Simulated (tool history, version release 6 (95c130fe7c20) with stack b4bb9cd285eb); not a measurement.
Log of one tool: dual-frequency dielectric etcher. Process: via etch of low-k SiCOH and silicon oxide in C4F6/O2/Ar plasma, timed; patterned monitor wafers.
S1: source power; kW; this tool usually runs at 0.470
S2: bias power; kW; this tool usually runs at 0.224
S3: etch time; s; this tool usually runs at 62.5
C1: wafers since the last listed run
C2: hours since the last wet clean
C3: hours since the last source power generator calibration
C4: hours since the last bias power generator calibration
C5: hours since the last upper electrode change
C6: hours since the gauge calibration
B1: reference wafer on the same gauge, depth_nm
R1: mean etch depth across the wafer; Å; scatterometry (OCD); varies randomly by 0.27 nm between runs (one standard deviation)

run   hour     S1     S2    S3   C1     C2      C3      C4      C5     C6     B1    R1
  1    0.0  0.470  0.224  62.5    0  143.7  2371.9  1172.5  2290.9   18.1  170.0  1842
  2   19.1  0.470  0.193  62.5  199  162.8  2391.0  1191.6  2310.0   37.2  170.0  1750
  3   33.0  0.470  0.224  62.5  145  176.7  2404.9  1205.5  2323.9   51.1  170.0  1836
  4   65.6  0.470  0.224  62.5  340  209.3  2437.5  1238.1  2356.5   83.7  170.0  1842
  5   94.2  0.470  0.224  62.5  298  237.9  2466.1  1266.7  2385.1  112.3  170.0  1838
  6  109.2  0.470  0.224  58.0  156  252.9  2481.1  1281.7  2400.1  127.3  170.0  1716
  7  122.5  0.470  0.224  62.5  138  266.2  2494.4  1295.0  2413.4  140.6  170.0  1846
  8  154.3  0.470  0.224  62.5  332  298.0  2526.2  1326.8  2445.2  172.4  170.0  1850
     232.9  -- wet clean of the chamber
     246.8  -- source power generator calibrated
  9  252.7  0.470  0.224  62.5  735   19.8     5.9  1425.2  2543.6  270.8  170.0  1787
 10  269.0  0.470  0.224  62.5  170   36.1    22.2  1441.5  2559.9  287.1  170.1  1789
 11  304.3  0.470  0.224  62.5  368   71.4    57.5  1476.8  2595.2  322.4  170.1  1792
     349.9  -- gauge calibrated
     358.6  -- upper electrode replaced
 12  359.1  0.470  0.224  62.5  321  126.2   112.3  1531.6     0.5    9.2  170.0  1799
 13  359.5  0.470  0.224  62.5    4  126.6   112.7  1532.0     0.9    9.6  170.0  1803
 14  382.0  0.470  0.224  62.5  234  149.1   135.2  1554.5    23.4   32.1  170.0  1804
 15  407.0  0.400  0.224  62.5  261  174.1   160.2  1579.5    48.4   57.1  170.0  1677
 16  427.7  0.390  0.224  62.5  216  194.8   180.9  1600.2    69.1   77.8  170.0  1659
 17  448.2  0.470  0.224  62.5  214  215.3   201.4  1620.7    89.6   98.3  170.0  1807
 18  476.2  0.470  0.224  62.5  292  243.3   229.4  1648.7   117.6  126.3  170.0  1810
 19  493.0  0.420  0.194  68.0  175  260.1   246.2  1665.5   134.4  143.1  170.0  1786
 20  522.2  0.410  0.278  75.0  304  289.3   275.4  1694.7   163.6  172.3  170.0  2208
 21  536.8  0.470  0.224  62.5  152  303.9   290.0  1709.3   178.2  186.9  170.0  1814
 22  551.6  0.560  0.224  62.5  154  318.7   304.8  1724.1   193.0  201.7  170.0  1970
     577.3  -- bias power generator calibrated
 23  577.8  0.410  0.278  75.0  231  344.9   331.0     0.5   219.2  227.9  170.0  2211
 24  597.7  0.470  0.224  62.5  207  364.8   350.9    20.4   239.1  247.8  170.0  1826
     628.4  -- wet clean of the chamber
 25  628.9  0.420  0.224  62.5   75    0.5   382.1    51.6   270.3  279.0  170.0  1711
 26  650.6  0.420  0.224  72.0  226   22.2   403.8    73.3   292.0  300.7  169.9  1975
 27  675.0  0.400  0.278  62.5  254   46.6   428.2    97.7   316.4  325.1  170.0  1804
 28  693.2  0.470  0.194  62.5  190   64.8   446.4   115.9   334.6  343.3  170.0  1724
 29  724.4  0.470  0.224  77.5  325   96.0   477.6   147.1   365.8  374.5  170.0  2238

Consider 3 possible next runs. They are alternatives, not a sequence: every one starts from the tool as it was left by run 29. What does each give?
  A  724.8  0.470  0.202  62.5   4  96.4  478.0  147.5  366.2  374.9   ?   ?
  B  724.8  0.470  0.175  81.0   4  96.4  478.0  147.5  366.2  374.9   ?   ?
  C  724.8  0.470  0.262  62.5   4  96.4  478.0  147.5  366.2  374.9   ?   ?

run     B1    R1
  A  170.0  1753
  B  170.0  2172
  C  170.0  1909
Take away the tool's hidden state, keep each run's random variation, and the runs would have read:
run    R1
  A  1723
  B  2135
  C  1877

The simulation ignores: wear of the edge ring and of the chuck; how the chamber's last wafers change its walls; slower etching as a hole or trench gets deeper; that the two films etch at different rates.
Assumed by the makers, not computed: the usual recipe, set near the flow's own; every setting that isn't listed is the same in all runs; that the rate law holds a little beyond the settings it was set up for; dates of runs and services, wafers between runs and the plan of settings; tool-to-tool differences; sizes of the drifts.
